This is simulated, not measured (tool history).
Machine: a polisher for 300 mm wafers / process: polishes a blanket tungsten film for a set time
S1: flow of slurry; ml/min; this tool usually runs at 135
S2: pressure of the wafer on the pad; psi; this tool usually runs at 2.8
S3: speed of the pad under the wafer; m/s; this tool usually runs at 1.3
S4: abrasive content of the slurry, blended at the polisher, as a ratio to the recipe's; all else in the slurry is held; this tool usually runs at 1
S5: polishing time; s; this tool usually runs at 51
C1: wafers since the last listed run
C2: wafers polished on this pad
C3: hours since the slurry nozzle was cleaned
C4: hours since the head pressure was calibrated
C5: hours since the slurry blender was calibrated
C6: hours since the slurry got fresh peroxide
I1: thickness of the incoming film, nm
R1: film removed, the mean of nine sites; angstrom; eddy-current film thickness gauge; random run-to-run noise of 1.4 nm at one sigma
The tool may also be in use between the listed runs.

{"run": 1, "hour": 0.0, "S1": 135, "S2": 2.8, "S3": 1.3, "S4": 1, "S5": 46, "C1": 0, "C2": 222, "C3": 502.5, "C4": 1062.4, "C5": 2.5, "C6": 74.8, "I1": 1571.7, "R1": 1607}
{"hour": 4.1, "done": "slurry tank refilled with fresh slurry and peroxide"}
{"run": 2, "hour": 14.8, "S1": 135, "S2": 2.8, "S3": 1.3, "S4": 1, "S5": 46, "C1": 107, "C2": 329, "C3": 517.3, "C4": 1077.2, "C5": 17.3, "C6": 10.7, "I1": 1554.1, "R1": 1665}
{"run": 3, "hour": 21.2, "S1": 135, "S2": 2.8, "S3": 1.3, "S4": 1, "S5": 46, "C1": 49, "C2": 379, "C3": 523.7, "C4": 1083.6, "C5": 23.7, "C6": 17.1, "I1": 1539.5, "R1": 1653}
{"run": 4, "hour": 38.6, "S1": 135, "S2": 2.8, "S3": 1.3, "S4": 1, "S5": 51, "C1": 135, "C2": 514, "C3": 541.1, "C4": 1101, "C5": 41.1, "C6": 34.5, "I1": 1530.6, "R1": 1789}
{"run": 5, "hour": 51.1, "S1": 135, "S2": 2.8, "S3": 1.3, "S4": 1, "S5": 51, "C1": 97, "C2": 611, "C3": 553.6, "C4": 1113.5, "C5": 53.6, "C6": 47, "I1": 1515.2, "R1": 1716}
{"run": 6, "hour": 63.3, "S1": 135, "S2": 2.8, "S3": 1.3, "S4": 1, "S5": 51, "C1": 94, "C2": 706, "C3": 565.8, "C4": 1125.7, "C5": 65.8, "C6": 59.2, "I1": 1527.7, "R1": 1688}
{"run": 7, "hour": 70.4, "S1": 135, "S2": 2.8, "S3": 1.3, "S4": 1, "S5": 51, "C1": 55, "C2": 761, "C3": 572.9, "C4": 1132.8, "C5": 72.9, "C6": 66.3, "I1": 1521.7, "R1": 1678}
{"hour": 83.0, "done": "worn pad replaced by a new one"}
{"hour": 84.0, "done": "slurry tank refilled with fresh slurry and peroxide"}
{"run": 8, "hour": 84.5, "S1": 135, "S2": 2.8, "S3": 1.3, "S4": 1, "S5": 51, "C1": 70, "C2": 4, "C3": 587, "C4": 1146.9, "C5": 87, "C6": 0.5, "I1": 1556.6, "R1": 1762}
{"hour": 96.6, "done": "slurry blender recalibrated"}
{"run": 9, "hour": 97.1, "S1": 135, "S2": 2.8, "S3": 1.3, "S4": 1, "S5": 51, "C1": 82, "C2": 86, "C3": 599.6, "C4": 1159.5, "C5": 0.5, "C6": 13.1, "I1": 1520.1, "R1": 1877}
{"run": 10, "hour": 109.4, "S1": 135, "S2": 3.3, "S3": 1.3, "S4": 1, "S5": 40, "C1": 95, "C2": 182, "C3": 611.9, "C4": 1171.8, "C5": 12.8, "C6": 25.4, "I1": 1530.9, "R1": 1622}
{"run": 11, "hour": 127.4, "S1": 135, "S2": 3.3, "S3": 1.3, "S4": 1, "S5": 40, "C1": 139, "C2": 321, "C3": 629.9, "C4": 1189.8, "C5": 30.8, "C6": 43.4, "I1": 1543.4, "R1": 1553}
{"run": 12, "hour": 143.5, "S1": 135, "S2": 2.8, "S3": 1.64, "S4": 1, "S5": 43, "C1": 125, "C2": 446, "C3": 646, "C4": 1205.9, "C5": 46.9, "C6": 59.5, "I1": 1511.2, "R1": 1678}
{"run": 13, "hour": 160.8, "S1": 135, "S2": 2.2, "S3": 1.3, "S4": 0.8, "S5": 51, "C1": 134, "C2": 581, "C3": 663.3, "C4": 1223.2, "C5": 64.2, "C6": 76.8, "I1": 1536.4, "R1": 1296}
{"hour": 162.7, "done": "slurry tank refilled with fresh slurry and peroxide"}
{"hour": 165.4, "done": "slurry nozzle cleaned"}
{"run": 14, "hour": 170.5, "S1": 135, "S2": 2.8, "S3": 1.3, "S4": 1, "S5": 51, "C1": 59, "C2": 641, "C3": 5.1, "C4": 1232.9, "C5": 73.9, "C6": 7.8, "I1": 1529.7, "R1": 1778}
{"hour": 189.4, "done": "worn pad replaced by a new one"}
{"run": 15, "hour": 189.9, "S1": 135, "S2": 2.8, "S3": 1.3, "S4": 1.25, "S5": 51, "C1": 119, "C2": 3, "C3": 24.5, "C4": 1252.3, "C5": 93.3, "C6": 27.2, "I1": 1531.6, "R1": 1856}
{"run": 16, "hour": 202.2, "S1": 135, "S2": 2.8, "S3": 0.92, "S4": 1, "S5": 51, "C1": 95, "C2": 99, "C3": 36.8, "C4": 1264.6, "C5": 105.6, "C6": 39.5, "I1": 1521.8, "R1": 1356}

For run 17, what comes out?
{"hour": 210.9, "done": "slurry blender recalibrated"}
{"run": 17, "hour": 211.4, "S1": 135, "S2": 2.8, "S3": 1.64, "S4": 1, "S5": 43, "C1": 55, "C2": 155, "C3": 46, "C4": 1273.8, "C5": 0.5, "C6": 48.7, "I1": 1536.8, "R1": "?"}

R1: 1816 angstrom
Were there no unlogged condition in the tool, this run, its random variation unchanged, would have produced R1 1940 angstrom.

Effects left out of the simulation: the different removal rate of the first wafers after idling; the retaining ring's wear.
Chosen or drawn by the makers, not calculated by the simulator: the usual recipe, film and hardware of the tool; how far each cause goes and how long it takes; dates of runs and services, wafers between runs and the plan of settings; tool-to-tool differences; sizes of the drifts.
